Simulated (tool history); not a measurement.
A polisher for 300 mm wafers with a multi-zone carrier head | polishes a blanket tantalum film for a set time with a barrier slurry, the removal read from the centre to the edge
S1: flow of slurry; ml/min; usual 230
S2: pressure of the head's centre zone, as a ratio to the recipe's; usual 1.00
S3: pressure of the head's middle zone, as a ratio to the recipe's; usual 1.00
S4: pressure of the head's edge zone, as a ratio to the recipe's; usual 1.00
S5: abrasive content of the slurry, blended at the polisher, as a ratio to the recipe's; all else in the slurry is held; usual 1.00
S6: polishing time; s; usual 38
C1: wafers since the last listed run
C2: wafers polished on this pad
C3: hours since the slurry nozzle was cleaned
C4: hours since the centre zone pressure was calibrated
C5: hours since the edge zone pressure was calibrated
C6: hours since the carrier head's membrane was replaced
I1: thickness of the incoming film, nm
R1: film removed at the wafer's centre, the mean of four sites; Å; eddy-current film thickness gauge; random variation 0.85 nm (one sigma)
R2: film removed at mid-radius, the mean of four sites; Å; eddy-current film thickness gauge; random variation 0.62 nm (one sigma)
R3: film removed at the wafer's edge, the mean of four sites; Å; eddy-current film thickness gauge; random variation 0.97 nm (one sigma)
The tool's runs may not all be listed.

| run | hour | S1 | S2 | S3 | S4 | S5 | S6 | C1 | C2 | C3 | C4 | C5 | C6 | I1 | R1 | R2 | R3 |
|---|---|---|---|---|---|---|---|---|---|---|---|---|---|---|---|---|---|
| 1 | 0.0 | 230 | 1.00 | 1.06 | 1.00 | 1.00 | 38 | 0 | 155 | 395.4 | 461.3 | 676.5 | 725.8 | 212.1 | 692 | 699 | 667 |
|  | 27.2 | carrier head's membrane replaced by a new one |
| 2 | 82.2 | 230 | 1.00 | 1.06 | 1.00 | 1.00 | 38 | 578 | 733 | 477.6 | 543.5 | 758.7 | 55.0 | 209.5 | 660 | 691 | 641 |
|  | 135.7 | slurry nozzle cleaned |
| 3 | 188.3 | 230 | 1.00 | 1.00 | 1.00 | 1.00 | 38 | 787 | 1520 | 52.6 | 649.6 | 864.8 | 161.1 | 214.2 | 670 | 651 | 645 |
| 4 | 251.4 | 230 | 1.00 | 1.00 | 1.00 | 1.00 | 38 | 472 | 1993 | 115.7 | 712.7 | 927.9 | 224.2 | 206.5 | 647 | 646 | 626 |
|  | 312.3 | centre zone pressure recalibrated |
| 5 | 337.0 | 170 | 1.00 | 1.00 | 0.93 | 1.00 | 38 | 626 | 2619 | 201.3 | 24.7 | 1013.5 | 309.8 | 208.9 | 605 | 599 | 572 |
| 6 | 414.9 | 230 | 1.00 | 1.00 | 1.00 | 1.00 | 38 | 583 | 3202 | 279.2 | 102.6 | 1091.4 | 387.7 | 211.1 | 637 | 624 | 607 |
|  | 439.2 | worn pad replaced by a new one |
| 7 | 455.2 | 230 | 1.00 | 1.00 | 1.00 | 1.00 | 38 | 271 | 119 | 319.5 | 142.9 | 1131.7 | 428.0 | 209.0 | 679 | 684 | 679 |
| 8 | 499.9 | 230 | 1.00 | 1.00 | 1.00 | 1.00 | 38 | 334 | 454 | 364.2 | 187.6 | 1176.4 | 472.7 | 209.5 | 687 | 664 | 659 |
| 9 | 564.8 | 230 | 1.00 | 1.05 | 0.94 | 1.00 | 38 | 486 | 940 | 429.1 | 252.5 | 1241.3 | 537.6 | 209.5 | 683 | 683 | 635 |
|  | 624.1 | carrier head's membrane replaced by a new one |
| 10 | 633.4 | 210 | 1.00 | 1.00 | 1.00 | 1.00 | 38 | 476 | 1416 | 497.7 | 321.1 | 1309.9 | 9.3 | 209.7 | 652 | 651 | 629 |
|  | 637.1 | slurry nozzle cleaned |
| 11 | 681.3 | 230 | 0.93 | 1.00 | 1.03 | 1.00 | 38 | 351 | 1768 | 44.2 | 369.0 | 1357.8 | 57.2 | 208.6 | 625 | 647 | 650 |
| 12 | 773.7 | 185 | 0.95 | 1.00 | 0.95 | 1.00 | 38 | 692 | 2460 | 136.6 | 461.4 | 1450.2 | 149.6 | 210.4 | 605 | 619 | 599 |
|  | 815.1 | edge zone pressure recalibrated |
| 13 | 833.2 | 230 | 1.00 | 1.00 | 1.00 | 0.85 | 38 | 430 | 2890 | 196.1 | 520.9 | 18.1 | 209.1 | 212.2 | 609 | 597 | 580 |
| 14 | 896.1 | 230 | 1.06 | 1.09 | 1.00 | 0.85 | 31 | 471 | 3362 | 259.0 | 583.8 | 81.0 | 272.0 | 208.2 | 521 | 508 | 485 |
|  | 982.0 | worn pad replaced by a new one |
| 15 | 1166.9 | 230 | 1.00 | 0.90 | 1.00 | 1.00 | 38 | 1998 | 1384 | 529.8 | 854.6 | 351.8 | 542.8 | 212.0 | 664 | 611 | 671 |
|  | 1169.1 | centre zone pressure recalibrated |
|  | 1184.8 | slurry nozzle cleaned |
| 16 | 1230.5 | 230 | 0.97 | 1.00 | 1.05 | 1.00 | 38 | 453 | 1838 | 45.7 | 61.4 | 415.4 | 606.4 | 206.6 | 635 | 652 | 649 |
|  | 1310.2 | carrier head's membrane replaced by a new one |
| 17 | 1315.4 | 230 | 0.93 | 1.00 | 1.00 | 1.00 | 38 | 598 | 2437 | 130.6 | 146.3 | 500.3 | 5.2 | 211.9 | 617 | 634 | 632 |
|  | 1394.8 | worn pad replaced by a new one |
| 18 | 1395.5 | 230 | 0.91 | 1.00 | 1.00 | 1.00 | 38 | 569 | 4 | 210.7 | 226.4 | 580.4 | 85.3 | 212.1 | 633 | 688 | 673 |
| 19 | 1477.3 | 230 | 1.07 | 1.00 | 1.00 | 1.00 | 46 | 612 | 617 | 292.5 | 308.2 | 662.2 | 167.1 | 209.5 | 892 | 813 | 788 |

The next listed run, before its measurement:
| 20 | 1564.5 | 230 | 1.00 | 1.00 | 1.09 | 1.10 | 38 | 653 | 1270 | 379.7 | 395.4 | 749.4 | 254.3 | 210.2 | ? | ? | ? |

Run 20 gave R1 686 Å, R2 688 Å, R3 701 Å.
Without the tool's hidden state the same run would have given R1 713 Å, R2 715 Å, R3 729 Å.
